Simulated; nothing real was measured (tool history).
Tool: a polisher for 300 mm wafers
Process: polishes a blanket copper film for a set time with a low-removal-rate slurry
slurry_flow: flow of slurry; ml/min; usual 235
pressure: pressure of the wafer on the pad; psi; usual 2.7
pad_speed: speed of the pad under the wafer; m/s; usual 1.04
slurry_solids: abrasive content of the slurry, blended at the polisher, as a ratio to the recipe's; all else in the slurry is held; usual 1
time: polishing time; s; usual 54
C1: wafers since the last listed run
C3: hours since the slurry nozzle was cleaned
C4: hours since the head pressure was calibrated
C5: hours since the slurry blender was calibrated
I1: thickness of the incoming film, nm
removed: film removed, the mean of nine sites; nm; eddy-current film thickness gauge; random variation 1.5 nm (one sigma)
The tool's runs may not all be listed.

Run 1, hour 0: usual settings but time 65 s; C1 0; wafers polished on this pad 970; C3 137.5; C4 884.2; C5 308; I1 1570.2. Result: removed 154.1 nm.
Run 2, hour 9.3: usual settings; C1 131; wafers polished on this pad 1102; C3 146.8; C4 893.5; C5 317.3; I1 1547.7. Result: removed 127.8 nm.
Run 3, hour 23.7: usual settings; C1 203; wafers polished on this pad 1305; C3 161.2; C4 907.9; C5 331.7; I1 1556.8. Result: removed 129.5 nm.
Run 4, hour 29.9: usual settings; C1 87; wafers polished on this pad 1393; C3 167.4; C4 914.1; C5 337.9; I1 1531.4. Result: removed 128.3 nm.
At hour 40.3: worn pad replaced by a new one.
Run 5, hour 47.8: usual settings but pad_speed 1.12 m/s; C1 196; wafers polished on this pad 106; C3 185.3; C4 932; C5 355.8; I1 1531.7. Result: removed 136.6 nm.
Run 6, hour 54.7: usual settings but pad_speed 1.12 m/s; C1 97; wafers polished on this pad 204; C3 192.2; C4 938.9; C5 362.7; I1 1514.7. Result: removed 136.9 nm.
Run 7, hour 71.8: usual settings; C1 242; wafers polished on this pad 446; C3 209.3; C4 956; C5 379.8; I1 1537.5. Result: removed 126 nm.
Run 8, hour 85.8: usual settings; C1 198; wafers polished on this pad 644; C3 223.3; C4 970; C5 393.8; I1 1550.3. Result: removed 130.3 nm.
Run 9, hour 93.3: usual settings; C1 106; wafers polished on this pad 750; C3 230.8; C4 977.5; C5 401.3; I1 1543. Result: removed 128.7 nm.
Run 10, hour 100.2: usual settings; C1 97; wafers polished on this pad 848; C3 237.7; C4 984.4; C5 408.2; I1 1541.4. Result: removed 127.6 nm.
At hour 129.9: slurry blender recalibrated.
Run 11, hour 132.7: usual settings but pressure 3.6 psi; C1 431; wafers polished on this pad 1280; C3 270.2; C4 1016.9; C5 2.8; I1 1543.5. Result: removed 170.6 nm.
At hour 136.8: worn pad replaced by a new one.
Run 12, hour 139.7: usual settings but slurry_flow 200 ml/min, pressure 3.4 psi, slurry_solids 1.2, time 66 s; C1 42; wafers polished on this pad 41; C3 277.2; C4 1023.9; C5 9.8; I1 1548.2. Result: removed 193.7 nm.
Run 13, hour 151.9: usual settings but pad_speed 1.14 m/s; C1 172; wafers polished on this pad 214; C3 289.4; C4 1036.1; C5 22; I1 1564.5. Result: removed 136.5 nm.
Run 14, hour 167.3: usual settings but pad_speed 0.84 m/s, slurry_solids 0.9; C1 218; wafers polished on this pad 432; C3 304.8; C4 1051.5; C5 37.4; I1 1523. Result: removed 100 nm.
Run 15, hour 180.5: usual settings; C1 186; wafers polished on this pad 618; C3 318; C4 1064.7; C5 50.6; I1 1543.7. Result: removed 123.3 nm.
At hour 190.6: slurry nozzle cleaned.
Run 16, hour 191.1: usual settings but time 65 s; C1 135; wafers polished on this pad 754; C3 0.5; C4 1075.3; C5 61.2; I1 1522.4. Result: removed 155.6 nm.
At hour 198.3: head pressure recalibrated.
Run 17, hour 201.9: usual settings; C1 124; wafers polished on this pad 879; C3 11.3; C4 3.6; C5 72; I1 1533.6. Result: removed 133.3 nm.
Run 18, hour 209.5: usual settings but pressure 3.3 psi, pad_speed 0.82 m/s, slurry_solids 0.9, time 38 s; C1 107; wafers polished on this pad 987; C3 18.9; C4 11.2; C5 79.6; I1 1540.8. Result: removed 87 nm.
Run 19, hour 222.3: usual settings; C1 181; wafers polished on this pad 1168; C3 31.7; C4 24; C5 92.4; I1 1539.5. Result: removed 131.7 nm.
At hour 239: worn pad replaced by a new one.
Run 20, hour 240: usual settings; C1 193; wafers polished on this pad 14; C3 49.4; C4 41.7; C5 110.1; I1 1546.9. Result: removed 131.8 nm.
Run 21, hour 251.6: usual settings but pressure 3 psi; C1 164; wafers polished on this pad 178; C3 61; C4 53.3; C5 121.7; I1 1532.4. Result: removed 144.9 nm.
Run 22, hour 268.4: usual settings; C1 237; wafers polished on this pad 416; C3 77.8; C4 70.1; C5 138.5; I1 1545.6. Result: removed 130.5 nm.
Run 23, hour 275.8: usual settings but pad_speed 1.3 m/s; C1 104; wafers polished on this pad 521; C3 85.2; C4 77.5; C5 145.9; I1 1518.6. Result: removed 161.9 nm.
Run 24, hour 291: usual settings; C1 215; wafers polished on this pad 736; C3 100.4; C4 92.7; C5 161.1; I1 1546.4. Result: removed 128 nm.
Run 25, hour 306.4: usual settings but slurry_solids 0.75, time 41 s; C1 218; wafers polished on this pad 954; C3 115.8; C4 108.1; C5 176.5; I1 1525.2. Result: removed 91.9 nm.
Run 26, hour 313.5: usual settings but slurry_flow 275 ml/min, pressure 2.1 psi, time 73 s; C1 100; wafers polished on this pad 1054; C3 122.9; C4 115.2; C5 183.6; I1 1546.4. Result: removed 137.2 nm.
Run 27, hour 321.6: usual settings but slurry_flow 290 ml/min, slurry_solids 1.2; C1 114; wafers polished on this pad 1169; C3 131; C4 123.3; C5 191.7; I1 1541.8. Result: removed 138.2 nm.
Run 28, hour 331.6: usual settings but slurry_flow 270 ml/min, pad_speed 1.14 m/s, time 43 s; C1 141; wafers polished on this pad 1311; C3 141; C4 133.3; C5 201.7; I1 1521.4. Result: removed 113.1 nm.
At hour 341: worn pad replaced by a new one.
Run 29, hour 347.8: usual settings but pad_speed 0.8 m/s, slurry_solids 0.85, time 45 s; C1 172; wafers polished on this pad 96; C3 157.2; C4 149.5; C5 217.9; I1 1516.2. Result: removed 80.7 nm.

Forecast each of these 5 alternatives for the next run:
Run A, hour 348.2: usual settings but pressure 2.4 psi; C1 5; wafers polished on this pad 102; C3 157.6; C4 149.9; C5 218.3; I1 1539.4. Result: removed ?.
Run B, hour 348.2: usual settings but slurry_flow 280 ml/min, pad_speed 1.2 m/s; C1 5; wafers polished on this pad 102; C3 157.6; C4 149.9; C5 218.3; I1 1539.4. Result: removed ?.
Run C, hour 348.2: usual settings but slurry_flow 195 ml/min, pressure 1.9 psi, slurry_solids 0.9; C1 5; wafers polished on this pad 102; C3 157.6; C4 149.9; C5 218.3; I1 1539.4. Result: removed ?.
Run D, hour 348.2: usual settings but slurry_flow 180 ml/min, pressure 2.3 psi, slurry_solids 0.75; C1 5; wafers polished on this pad 102; C3 157.6; C4 149.9; C5 218.3; I1 1539.4. Result: removed ?.
Run E, hour 348.2: usual settings but pressure 2.5 psi, pad_speed 0.74 m/s; C1 5; wafers polished on this pad 102; C3 157.6; C4 149.9; C5 218.3; I1 1539.4. Result: removed ?.

run  removed
  A    115.3
  B    152.4
  C     86.9
  D     99.5
  E       86
Without the tool's hidden state the same runs would have given:
run  removed
  A    117.9
  B    155.4
  C     89.2
  D    102.4
  E       88
